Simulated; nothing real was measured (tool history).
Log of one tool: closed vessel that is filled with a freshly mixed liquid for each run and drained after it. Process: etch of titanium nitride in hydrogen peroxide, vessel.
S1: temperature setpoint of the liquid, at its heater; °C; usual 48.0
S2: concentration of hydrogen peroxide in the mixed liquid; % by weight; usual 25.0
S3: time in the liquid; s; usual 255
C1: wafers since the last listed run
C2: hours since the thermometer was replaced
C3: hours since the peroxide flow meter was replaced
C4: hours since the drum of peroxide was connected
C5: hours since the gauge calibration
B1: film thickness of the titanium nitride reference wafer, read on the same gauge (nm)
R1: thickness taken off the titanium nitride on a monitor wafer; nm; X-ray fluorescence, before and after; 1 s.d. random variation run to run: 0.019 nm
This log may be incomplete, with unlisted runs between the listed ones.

Run 1, hour 0.0: usual settings but S1 43.0 °C; C1 0; C2 1947.8; C3 1605.6; C4 543.8; C5 283.2; B1 99.97. Result: R1 4.29 nm.
Run 2, hour 9.3: usual settings but S2 23.0 % by weight; C1 576; C2 1957.1; C3 1614.9; C4 553.1; C5 292.5; B1 99.98. Result: R1 6.07 nm.
Run 3, hour 21.7: usual settings but S2 23.0 % by weight; C1 768; C2 1969.5; C3 1627.3; C4 565.5; C5 304.9; B1 99.95. Result: R1 6.10 nm.
Run 4, hour 35.4: usual settings but S2 23.0 % by weight; C1 849; C2 1983.2; C3 1641.0; C4 579.2; C5 318.6; B1 100.02. Result: R1 6.07 nm.
At hour 43.8: peroxide flow meter replaced.
Run 5, hour 51.9: usual settings but S1 55.5 °C, S3 310 s; C1 960; C2 1999.7; C3 8.1; C4 595.7; C5 335.1; B1 99.99. Result: R1 12.78 nm.
Run 6, hour 65.2: usual settings but S1 55.5 °C, S3 310 s; C1 824; C2 2013.0; C3 21.4; C4 609.0; C5 348.4; B1 100.01. Result: R1 12.87 nm.
Run 7, hour 82.9: usual settings but S1 55.5 °C, S3 310 s; C1 1096; C2 2030.7; C3 39.1; C4 626.7; C5 366.1; B1 100.01. Result: R1 12.75 nm.
Run 8, hour 91.2: usual settings but S1 55.5 °C, S3 200 s; C1 514; C2 2039.0; C3 47.4; C4 635.0; C5 374.4; B1 100.01. Result: R1 8.31 nm.
Run 9, hour 100.1: usual settings but S1 55.5 °C, S3 200 s; C1 551; C2 2047.9; C3 56.3; C4 643.9; C5 383.3; B1 99.99. Result: R1 8.26 nm.
Run 10, hour 110.7: usual settings but S1 55.5 °C, S3 200 s; C1 656; C2 2058.5; C3 66.9; C4 654.5; C5 393.9; B1 99.98. Result: R1 8.25 nm.
Run 11, hour 118.0: usual settings but S3 400 s; C1 452; C2 2065.8; C3 74.2; C4 661.8; C5 401.2; B1 100.01. Result: R1 9.73 nm.
At hour 119.1: gauge calibrated.
At hour 119.3: new drum of peroxide connected.
At hour 125.9: thermometer replaced.
Run 12, hour 129.3: usual settings but S1 55.0 °C; C1 576; C2 3.4; C3 85.5; C4 10.0; C5 10.2; B1 99.98. Result: R1 9.06 nm.
Run 13, hour 142.8: usual settings but S1 41.5 °C, S2 29.5 % by weight; C1 836; C2 16.9; C3 99.0; C4 23.5; C5 23.7; B1 100.01. Result: R1 3.51 nm.
Run 14, hour 155.9: usual settings; C1 811; C2 30.0; C3 112.1; C4 36.6; C5 36.8; B1 99.98. Result: R1 5.50 nm.
Run 15, hour 166.1: usual settings but S1 55.5 °C, S3 310 s; C1 632; C2 40.2; C3 122.3; C4 46.8; C5 47.0; B1 100.03. Result: R1 11.40 nm.
Run 16, hour 176.0: usual settings; C1 613; C2 50.1; C3 132.2; C4 56.7; C5 56.9; B1 100.03. Result: R1 5.51 nm.
Run 17, hour 187.2: usual settings but S1 42.0 °C, S2 22.5 % by weight; C1 694; C2 61.3; C3 143.4; C4 67.9; C5 68.1; B1 99.98. Result: R1 3.46 nm.
Run 18, hour 198.4: usual settings but S3 325 s; C1 694; C2 72.5; C3 154.6; C4 79.1; C5 79.3; B1 100.04. Result: R1 7.03 nm.
Run 19, hour 204.9: usual settings but S1 56.5 °C, S2 20.5 % by weight, S3 205 s; C1 402; C2 79.0; C3 161.1; C4 85.6; C5 85.8; B1 99.96. Result: R1 7.77 nm.
Run 20, hour 213.2: usual settings but S2 29.0 % by weight; C1 514; C2 87.3; C3 169.4; C4 93.9; C5 94.1; B1 99.99. Result: R1 5.70 nm.
Run 21, hour 225.8: usual settings but S3 400 s; C1 780; C2 99.9; C3 182.0; C4 106.5; C5 106.7; B1 100.00. Result: R1 8.66 nm.
Run 22, hour 234.9: usual settings; C1 563; C2 109.0; C3 191.1; C4 115.6; C5 115.8; B1 100.00. Result: R1 5.48 nm.
Run 23, hour 252.7: usual settings but S1 41.0 °C, S2 27.5 % by weight; C1 1103; C2 126.8; C3 208.9; C4 133.4; C5 133.6; B1 100.03. Result: R1 3.34 nm.
Run 24, hour 268.1: usual settings but S2 30.0 % by weight; C1 954; C2 142.2; C3 224.3; C4 148.8; C5 149.0; B1 100.04. Result: R1 5.74 nm.
Run 25, hour 281.0: usual settings but S1 55.0 °C, S2 28.5 % by weight, S3 360 s; C1 799; C2 155.1; C3 237.2; C4 161.7; C5 161.9; B1 99.98. Result: R1 13.20 nm.
Run 26, hour 291.9: usual settings; C1 675; C2 166.0; C3 248.1; C4 172.6; C5 172.8; B1 100.01. Result: R1 5.51 nm.
Run 27, hour 302.9: usual settings; C1 681; C2 177.0; C3 259.1; C4 183.6; C5 183.8; B1 100.00. Result: R1 5.52 nm.
Run 28, hour 315.6: usual settings but S3 305 s; C1 787; C2 189.7; C3 271.8; C4 196.3; C5 196.5; B1 100.01. Result: R1 6.60 nm.

5 ways to go on from here, each from the tool as it stands after run 28. What would each give?
Run A, hour 316.3: usual settings; C1 43; C2 190.4; C3 272.5; C4 197.0; C5 197.2; B1 ?. Result: R1 ?.
Run B, hour 316.3: usual settings but S2 18.5 % by weight; C1 43; C2 190.4; C3 272.5; C4 197.0; C5 197.2; B1 ?. Result: R1 ?.
Run C, hour 316.3: usual settings but S1 57.5 °C; C1 43; C2 190.4; C3 272.5; C4 197.0; C5 197.2; B1 ?. Result: R1 ?.
Run D, hour 316.3: usual settings but S1 42.0 °C, S3 385 s; C1 43; C2 190.4; C3 272.5; C4 197.0; C5 197.2; B1 ?. Result: R1 ?.
Run E, hour 316.3: usual settings but S1 43.0 °C, S3 375 s; C1 43; C2 190.4; C3 272.5; C4 197.0; C5 197.2; B1 ?. Result: R1 ?.

run      B1     R1
  A  100.04   5.54
  B  100.04   5.19
  C  100.04  10.87
  D  100.04   5.35
  E  100.04   5.62
With no hidden state in the tool, these same runs would have given:
run     R1
  A   5.46
  B   5.12
  C  10.73
  D   5.27
  E   5.54
